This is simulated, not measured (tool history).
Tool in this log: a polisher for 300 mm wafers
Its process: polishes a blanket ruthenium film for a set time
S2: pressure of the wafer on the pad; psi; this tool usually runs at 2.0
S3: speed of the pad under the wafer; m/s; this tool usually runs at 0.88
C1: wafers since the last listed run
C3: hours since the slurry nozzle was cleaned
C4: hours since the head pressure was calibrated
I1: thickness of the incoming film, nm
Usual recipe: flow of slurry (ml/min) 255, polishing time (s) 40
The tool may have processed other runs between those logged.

Run 1, day 0.000: usual settings; C1 0; wafers polished on this pad 956; C3 60.9; C4 466.9; I1 428.4. Result: film removed (angstrom) 387.
Run 2, day 2.504: usual settings; C1 645; wafers polished on this pad 1602; C3 121.0; C4 527.0; I1 423.3. Result: film removed (angstrom) 388.
Run 3, day 4.783: usual settings but flow of slurry (ml/min) 275; C1 587; wafers polished on this pad 2190; C3 175.7; C4 581.7; I1 429.2. Result: film removed (angstrom) 389.
Run 4, day 6.629: usual settings but flow of slurry (ml/min) 275; C1 476; wafers polished on this pad 2666; C3 220.0; C4 626.0; I1 428.1. Result: film removed (angstrom) 388.
Run 5, day 8.467: usual settings but flow of slurry (ml/min) 275; C1 473; wafers polished on this pad 3140; C3 264.1; C4 670.1; I1 425.3. Result: film removed (angstrom) 384.
Run 6, day 11.804: usual settings; C1 860; wafers polished on this pad 4001; C3 344.2; C4 750.2; I1 429.7. Result: film removed (angstrom) 386.
At day 12.029: worn pad replaced by a new one.
Run 7, day 13.692: usual settings; C1 443; wafers polished on this pad 429; C3 389.5; C4 795.5; I1 427.1. Result: film removed (angstrom) 380.
Run 8, day 15.662: usual settings but S3 0.98 m/s; C1 508; wafers polished on this pad 937; C3 436.8; C4 842.8; I1 429.8. Result: film removed (angstrom) 427.
At day 15.817: slurry nozzle cleaned.
Run 9, day 18.804: usual settings but S3 0.98 m/s; C1 799; wafers polished on this pad 1736; C3 71.7; C4 918.2; I1 431.9. Result: film removed (angstrom) 432.
At day 18.938: head pressure recalibrated.
Run 10, day 22.996: usual settings; C1 1059; wafers polished on this pad 2796; C3 172.3; C4 97.4; I1 425.9. Result: film removed (angstrom) 388.
Run 11, day 25.821: usual settings; C1 728; wafers polished on this pad 3525; C3 240.1; C4 165.2; I1 427.9. Result: film removed (angstrom) 383.
Run 12, day 28.208: usual settings but flow of slurry (ml/min) 210; C1 615; wafers polished on this pad 4141; C3 297.4; C4 222.5; I1 421.6. Result: film removed (angstrom) 380.
At day 29.617: worn pad replaced by a new one.
At day 31.304: slurry nozzle cleaned.
Run 13, day 32.033: usual settings; C1 932; wafers polished on this pad 612; C3 17.5; C4 314.3; I1 425.5. Result: film removed (angstrom) 392.
Run 14, day 35.608: usual settings but S3 0.98 m/s; C1 922; wafers polished on this pad 1534; C3 103.3; C4 400.1; I1 433.1. Result: film removed (angstrom) 429.
Run 15, day 37.967: usual settings but flow of slurry (ml/min) 170, S2 2.3 psi, S3 0.68 m/s, polishing time (s) 48; C1 608; wafers polished on this pad 2142; C3 159.9; C4 456.7; I1 430.2. Result: film removed (angstrom) 408.
Run 16, day 42.408: usual settings but flow of slurry (ml/min) 275; C1 1145; wafers polished on this pad 3288; C3 266.5; C4 563.3; I1 433.2. Result: film removed (angstrom) 390.
Run 17, day 44.738: usual settings but polishing time (s) 46; C1 600; wafers polished on this pad 3889; C3 322.4; C4 619.2; I1 422.9. Result: film removed (angstrom) 446.
At day 45.438: worn pad replaced by a new one.
Run 18, day 48.862: usual settings but flow of slurry (ml/min) 330, S2 1.7 psi, S3 0.80 m/s, polishing time (s) 36; C1 1020; wafers polished on this pad 883; C3 421.4; C4 718.2; I1 438.6. Result: film removed (angstrom) 273.
At day 49.204: slurry nozzle cleaned.
Run 19, day 50.625: usual settings but S2 1.3 psi, S3 0.64 m/s, polishing time (s) 53; C1 443; wafers polished on this pad 1326; C3 34.1; C4 760.5; I1 430.9. Result: film removed (angstrom) 243.
At day 59.888: worn pad replaced by a new one.
At day 62.117: head pressure recalibrated.
Run 20, day 62.621: usual settings but flow of slurry (ml/min) 315, S2 2.4 psi, polishing time (s) 36; C1 3029; wafers polished on this pad 683; C3 322.0; C4 12.1; I1 423.6. Result: film removed (angstrom) 427.
At day 63.108: slurry nozzle cleaned.
Run 21, day 66.992: usual settings but flow of slurry (ml/min) 280, S2 1.4 psi, S3 0.98 m/s; C1 1116; wafers polished on this pad 1800; C3 93.2; C4 117.0; I1 430.5. Result: film removed (angstrom) 304.
Run 22, day 70.096: usual settings but flow of slurry (ml/min) 225, polishing time (s) 30; C1 800; wafers polished on this pad 2601; C3 167.7; C4 191.5; I1 432.3. Result: film removed (angstrom) 295.
Run 23, day 73.467: usual settings; C1 869; wafers polished on this pad 3470; C3 248.6; C4 272.4; I1 433.6. Result: film removed (angstrom) 388.
At day 77.492: slurry nozzle cleaned.
At day 77.679: worn pad replaced by a new one.
Run 24, day 77.700: usual settings; C1 1038; wafers polished on this pad 4; C3 5.0; C4 374.0; I1 425.9. Result: film removed (angstrom) 397.
Run 25, day 80.950: usual settings but flow of slurry (ml/min) 210, S2 1.3 psi, S3 1.14 m/s, polishing time (s) 30; C1 838; wafers polished on this pad 843; C3 83.0; C4 452.0; I1 433.0. Result: film removed (angstrom) 242.

Branching from run 25: 4 alternative next runs. What would each branch give?
Run A, day 80.967: usual settings but S3 0.64 m/s; C1 4; wafers polished on this pad 847; C3 83.4; C4 452.4; I1 437.3. Result: film removed (angstrom) ?.
Run B, day 80.967: usual settings but flow of slurry (ml/min) 225, S2 1.8 psi, S3 0.60 m/s, polishing time (s) 45; C1 4; wafers polished on this pad 847; C3 83.4; C4 452.4; I1 437.3. Result: film removed (angstrom) ?.
Run C, day 80.967: usual settings but polishing time (s) 51; C1 4; wafers polished on this pad 847; C3 83.4; C4 452.4; I1 437.3. Result: film removed (angstrom) ?.
Run D, day 80.967: usual settings but flow of slurry (ml/min) 175; C1 4; wafers polished on this pad 847; C3 83.4; C4 452.4; I1 437.3. Result: film removed (angstrom) ?.

run  film removed (angstrom)
  A                      282
  B                      265
  C                      494
  D                      375
Stripped of hidden state, with their random variation kept, the same runs would have yielded:
run  film removed (angstrom)
  A                      282
  B                      265
  C                      494
  D                      375

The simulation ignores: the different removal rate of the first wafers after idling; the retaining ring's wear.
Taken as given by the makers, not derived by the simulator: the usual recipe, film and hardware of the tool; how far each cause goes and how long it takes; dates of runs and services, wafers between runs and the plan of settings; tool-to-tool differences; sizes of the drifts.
